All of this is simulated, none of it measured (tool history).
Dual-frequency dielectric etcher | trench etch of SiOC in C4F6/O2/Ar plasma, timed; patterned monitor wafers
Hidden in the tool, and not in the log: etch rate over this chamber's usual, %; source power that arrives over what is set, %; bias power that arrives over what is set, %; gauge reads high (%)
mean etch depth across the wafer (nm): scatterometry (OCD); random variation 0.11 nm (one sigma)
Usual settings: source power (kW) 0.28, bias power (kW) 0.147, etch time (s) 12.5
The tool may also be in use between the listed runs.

run     day  source power (kW)  bias power (kW)  etch time (s)  wafers since the last listed run  hours since the last wet clean  hours since the last source power generator calibration  hours since the last bias power generator calibration  hours since the last upper electrode change  hours since the gauge calibration  read-back reference wafer on the same gauge, depth_nm  mean etch depth across the wafer (nm)
  1       0               0.28            0.147             15                                 0                           454.5                                                   3717.8                                                 2916.1                                       2587.6                              506.9                                                   17.7                                  23.95
      4.067  -- wet clean of the chamber
  2     5.1               0.28            0.147             15                              1046                            24.8                                                   3840.2                                                 3038.5                                         2710                              629.3                                                  17.67                                  23.87
  3   9.233               0.28            0.147             15                              1055                             124                                                   3939.4                                                 3137.7                                       2809.2                              728.5                                                  17.67                                  24.05
  4  11.158               0.28            0.172           12.5                               491                           170.2                                                   3985.6                                                 3183.9                                       2855.4                              774.7                                                  17.71                                  21.64
  5  13.958               0.28            0.147           12.5                               714                           237.4                                                   4052.8                                                 3251.1                                       2922.6                              841.9                                                  17.73                                  20.01
  6  18.046               0.28            0.147           12.5                              1043                           335.5                                                   4150.9                                                 3349.2                                       3020.7                                940                                                  17.69                                  20.19
  7  21.908               0.28            0.147           12.5                               985                           428.2                                                   4243.6                                                 3441.9                                       3113.4                             1032.7                                                  17.73                                  20.15
  8  23.438               0.28            0.147           12.5                               390                           464.9                                                   4280.3                                                 3478.6                                       3150.1                             1069.4                                                   17.7                                   20.3
      28.25  -- wet clean of the chamber
  9  28.271               0.28            0.147           12.5                               978                             0.5                                                   4396.3                                                 3594.6                                       3266.1                             1185.4                                                  17.73                                  19.96
 10  32.088               0.28            0.147           12.5                               974                            92.1                                                   4487.9                                                 3686.2                                       3357.7                               1277                                                  17.64                                  20.09
     33.492  -- gauge calibrated
 11  35.288               0.28            0.147           12.5                               816                           168.9                                                   4564.7                                                   3763                                       3434.5                               43.1                                                  17.66                                  20.17
 12  40.438               0.25            0.147             10                              1314                           292.5                                                   4688.3                                                 3886.6                                       3558.1                              166.7                                                  17.69                                  15.45
     49.638  -- wet clean of the chamber
 13  53.912               0.23            0.113           15.5                              3184                           102.6                                                   5011.7                                                   4210                                       3881.5                              490.1                                                  17.71                                  20.42
 14    57.2               0.28            0.147           12.5                               839                           181.5                                                   5090.6                                                 4288.9                                       3960.4                                569                                                  17.72                                  20.05
     60.412  -- bias power generator calibrated
 15  60.608               0.28            0.147           12.5                               827                           263.3                                                   5172.4                                                    4.7                                       4042.2                              650.8                                                   17.7                                  20.02
     62.442  -- source power generator calibrated
 16  64.462               0.33            0.159             14                               941                           355.8                                                     48.5                                                   97.2                                       4134.7                              743.3                                                   17.7                                   24.8
       67.5  -- upper electrode replaced
 17   67.75               0.28            0.147           12.5                               583                           434.7                                                    127.4                                                  176.1                                            6                              822.2                                                  17.66                                  20.24
 18  70.375               0.22            0.183             14                               670                           497.7                                                    190.4                                                  239.1                                           69                              885.2                                                  17.68                                  23.01
     72.038  -- wet clean of the chamber
 19  73.546               0.32            0.147           12.5                               554                            36.2                                                    266.5                                                  315.2                                        145.1                              961.3                                                  17.67                                  20.81
 20  77.671               0.28            0.179             11                              1052                           135.2                                                    365.5                                                  414.2                                        244.1                             1060.3                                                  17.72                                  19.55
 21  80.671               0.28            0.125           12.5                               765                           207.2                                                    437.5                                                  486.2                                        316.1                             1132.3                                                  17.71                                  18.53
 22  83.167               0.21            0.136            9.5                               637                           267.1                                                    497.4                                                  546.1                                          376                             1192.2                                                  17.71                                   13.4
 23  85.858               0.25            0.179           15.5                               687                           331.7                                                      562                                                  610.7                                        440.6                             1256.8                                                  17.67                                  26.39

The tool's hidden state at each run:
etch rate over this chamber's usual, %: 0 in every run
source power that arrives over what is set, %: 0 in every run
bias power that arrives over what is set, %: 0 in every run
gauge reads high (%): 0 in every run
